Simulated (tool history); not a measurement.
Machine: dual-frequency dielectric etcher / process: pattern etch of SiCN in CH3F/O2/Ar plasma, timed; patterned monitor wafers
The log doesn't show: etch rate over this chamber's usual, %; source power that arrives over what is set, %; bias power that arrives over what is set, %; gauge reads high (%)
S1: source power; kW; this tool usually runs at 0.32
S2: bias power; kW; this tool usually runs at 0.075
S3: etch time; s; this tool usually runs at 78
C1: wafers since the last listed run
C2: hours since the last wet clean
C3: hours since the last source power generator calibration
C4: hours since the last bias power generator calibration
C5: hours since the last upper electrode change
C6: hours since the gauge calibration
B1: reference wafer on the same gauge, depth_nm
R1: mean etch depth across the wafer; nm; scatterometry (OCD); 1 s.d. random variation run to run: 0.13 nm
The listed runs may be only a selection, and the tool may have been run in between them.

run	hour	S1	S2	S3	C1	C2	C3	C4	C5	C6	B1	R1
1	0	0.32	0.06	78	0	213	1687.9	4114.9	4959.5	466.9	25.76	23.99
2	17.9	0.32	0.066	78	136	230.9	1705.8	4132.8	4977.4	484.8	25.74	25.15
3	48.4	0.32	0.066	78	233	261.4	1736.3	4163.3	5007.9	515.3	25.75	24.87
# hour 63.5: bias power generator calibrated
4	83.5	0.32	0.09	78	237	296.5	1771.4	20	5043	550.4	25.85	29.02
5	105.2	0.38	0.075	78	165	318.2	1793.1	41.7	5064.7	572.1	25.89	28.67
6	185.5	0.32	0.075	89.5	613	398.5	1873.4	122	5145	652.4	25.9	30.87
7	207.6	0.36	0.066	59	168	420.6	1895.5	144.1	5167.1	674.5	25.97	19.99
8	238.6	0.36	0.065	78	236	451.6	1926.5	175.1	5198.1	705.5	25.97	26.53
# hour 243.2: source power generator calibrated
9	273.3	0.34	0.068	87.5	234	486.3	30.1	209.8	5232.8	740.2	25.98	29.78
10	290.9	0.32	0.075	78	134	503.9	47.7	227.4	5250.4	757.8	25.99	27.06
11	303.3	0.36	0.064	89.5	94	516.3	60.1	239.8	5262.8	770.2	26.04	30.02
# hour 369.1: gauge calibrated
12	378.1	0.29	0.059	66	571	591.1	134.9	314.6	5337.6	9	25.25	18.96
# hour 402.6: wet clean of the chamber
# hour 415.5: upper electrode replaced
13	416	0.28	0.089	57.5	7	13.4	172.8	352.5	0.5	46.9	25.32	19.87
14	434.9	0.32	0.089	78	144	32.3	191.7	371.4	19.4	65.8	25.31	28.17
15	455.2	0.29	0.075	68	155	52.6	212	391.7	39.7	86.1	25.32	22.01
16	480.4	0.32	0.075	78	192	77.8	237.2	416.9	64.9	111.3	25.36	26.31
17	515.4	0.37	0.075	71.5	267	112.8	272.2	451.9	99.9	146.3	25.45	25.3
18	538.6	0.29	0.075	92.5	177	136	295.4	475.1	123.1	169.5	25.43	30.23
19	555.9	0.32	0.075	84.5	132	153.3	312.7	492.4	140.4	186.8	25.45	28.75
20	589.8	0.26	0.075	78	259	187.2	346.6	526.3	174.3	220.7	25.47	24.12
21	607	0.32	0.088	78	131	204.4	363.8	543.5	191.5	237.9	25.45	28.2
22	620	0.25	0.091	58.5	99	217.4	376.8	556.5	204.5	250.9	25.5	19.58
23	634.4	0.32	0.075	78	110	231.8	391.2	570.9	218.9	265.3	25.54	26.31
24	691.1	0.29	0.064	78	433	288.5	447.9	627.6	275.6	322	25.59	23.77
25	726.6	0.38	0.06	90	271	324	483.4	663.1	311.1	357.5	25.65	29.27
26	755.1	0.32	0.075	78	217	352.5	511.9	691.6	339.6	386	25.65	26.69
27	780.1	0.32	0.075	78	191	377.5	536.9	716.6	364.6	411	25.62	26.8
28	801.6	0.32	0.075	78	164	399	558.4	738.1	386.1	432.5	25.63	26.53
29	835.9	0.32	0.075	78	262	433.3	592.7	772.4	420.4	466.8	25.72	26.59

Alternative continuations, all from the tool just after run 29; predict every row:
A	836.3	0.32	0.075	71.5	3	433.7	593.1	772.8	420.8	467.2	?	?
B	836.3	0.27	0.066	69.5	3	433.7	593.1	772.8	420.8	467.2	?	?
C	836.3	0.34	0.075	98	3	433.7	593.1	772.8	420.8	467.2	?	?
D	836.3	0.32	0.092	67	3	433.7	593.1	772.8	420.8	467.2	?	?
E	836.3	0.24	0.065	71.5	3	433.7	593.1	772.8	420.8	467.2	?	?

run	B1	R1
A	25.73	24.25
B	25.73	20.87
C	25.73	34
D	25.73	24.93
E	25.73	20.39
Without the tool's unlogged condition, the same runs would have read:
run	R1
A	23.96
B	20.62
C	33.59
D	24.63
E	20.15
